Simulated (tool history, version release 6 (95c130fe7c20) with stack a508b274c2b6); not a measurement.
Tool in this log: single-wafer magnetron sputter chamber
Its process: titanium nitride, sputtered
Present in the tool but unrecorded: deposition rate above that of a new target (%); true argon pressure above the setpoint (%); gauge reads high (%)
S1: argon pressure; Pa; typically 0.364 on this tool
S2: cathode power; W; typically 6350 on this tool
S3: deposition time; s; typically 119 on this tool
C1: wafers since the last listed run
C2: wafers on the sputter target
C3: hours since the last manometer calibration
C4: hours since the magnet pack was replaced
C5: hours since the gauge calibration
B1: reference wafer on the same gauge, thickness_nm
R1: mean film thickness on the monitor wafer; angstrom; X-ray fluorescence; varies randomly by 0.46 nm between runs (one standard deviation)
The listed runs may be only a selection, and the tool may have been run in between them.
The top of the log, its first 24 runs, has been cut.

{"run": 25, "hour": 1738.7, "S1": 0.483, "S2": 6350, "S3": 119, "C1": 1037, "C2": 4979, "C3": 373.2, "C4": 444.9, "C5": 228.2, "B1": 142.032, "R1": 1210.91}
{"hour": 1785.3, "done": "sputter target and shields replaced"}
{"hour": 1913.9, "done": "capacitance manometer re-zeroed and calibrated, repeated, since the last time left the tool worse"}
{"run": 26, "hour": 1932.1, "S1": 0.364, "S2": 7800, "S3": 101, "C1": 2104, "C2": 1646, "C3": 18.2, "C4": 638.3, "C5": 421.6, "B1": 141.923, "R1": 1331.88}
{"run": 27, "hour": 2009.6, "S1": 0.326, "S2": 6350, "S3": 119, "C1": 919, "C2": 2566, "C3": 95.7, "C4": 715.8, "C5": 499.1, "B1": 142.048, "R1": 1299.97}
{"run": 28, "hour": 2065.8, "S1": 0.364, "S2": 6350, "S3": 98, "C1": 666, "C2": 3232, "C3": 151.9, "C4": 772.0, "C5": 555.3, "B1": 142.224, "R1": 1057.5}
{"run": 29, "hour": 2110.1, "S1": 0.473, "S2": 7700, "S3": 126, "C1": 525, "C2": 3758, "C3": 196.2, "C4": 816.3, "C5": 599.6, "B1": 141.948, "R1": 1593.23}
{"run": 30, "hour": 2198.0, "S1": 0.472, "S2": 5900, "S3": 119, "C1": 1042, "C2": 4801, "C3": 284.1, "C4": 904.2, "C5": 687.5, "B1": 141.961, "R1": 1153.86}
{"run": 31, "hour": 2265.8, "S1": 0.227, "S2": 7500, "S3": 132, "C1": 804, "C2": 5605, "C3": 351.9, "C4": 972.0, "C5": 755.3, "B1": 142.125, "R1": 1767.39}
{"hour": 2289.2, "done": "sputter target and shields replaced"}
{"run": 32, "hour": 2335.2, "S1": 0.364, "S2": 6350, "S3": 119, "C1": 728, "C2": 546, "C3": 421.3, "C4": 1041.4, "C5": 824.7, "B1": 141.981, "R1": 1293.57}
{"run": 33, "hour": 2378.4, "S1": 0.364, "S2": 6350, "S3": 103, "C1": 512, "C2": 1058, "C3": 464.5, "C4": 1084.6, "C5": 867.9, "B1": 142.084, "R1": 1120.98}
{"run": 34, "hour": 2471.8, "S1": 0.364, "S2": 7450, "S3": 99, "C1": 1107, "C2": 2166, "C3": 557.9, "C4": 1178.0, "C5": 961.3, "B1": 141.972, "R1": 1265.48}

Below are 4 alternative next runs, each starting from the tool's condition after run 34. Predict each:
{"run": "A", "hour": 2472.2, "S1": 0.364, "S2": 6350, "S3": 119, "C1": 4, "C2": 2171, "C3": 558.3, "C4": 1178.4, "C5": 961.7, "B1": "?", "R1": "?"}
{"run": "B", "hour": 2472.2, "S1": 0.364, "S2": 6350, "S3": 140, "C1": 4, "C2": 2171, "C3": 558.3, "C4": 1178.4, "C5": 961.7, "B1": "?", "R1": "?"}
{"run": "C", "hour": 2472.2, "S1": 0.364, "S2": 7900, "S3": 141, "C1": 4, "C2": 2171, "C3": 558.3, "C4": 1178.4, "C5": 961.7, "B1": "?", "R1": "?"}
{"run": "D", "hour": 2472.2, "S1": 0.43, "S2": 5400, "S3": 119, "C1": 4, "C2": 2171, "C3": 558.3, "C4": 1178.4, "C5": 961.7, "B1": "?", "R1": "?"}

run=A B1=142.041 R1=1295.37
run=B B1=142.041 R1=1523.96
run=C B1=142.041 R1=1909.49
run=D B1=142.041 R1=1079.16
The same runs, with their run-to-run variation unchanged, on a tool lacking any hidden condition would have given:
run=A R1=1284.51
run=B R1=1511.19
run=C R1=1893.49
run=D R1=1068.73
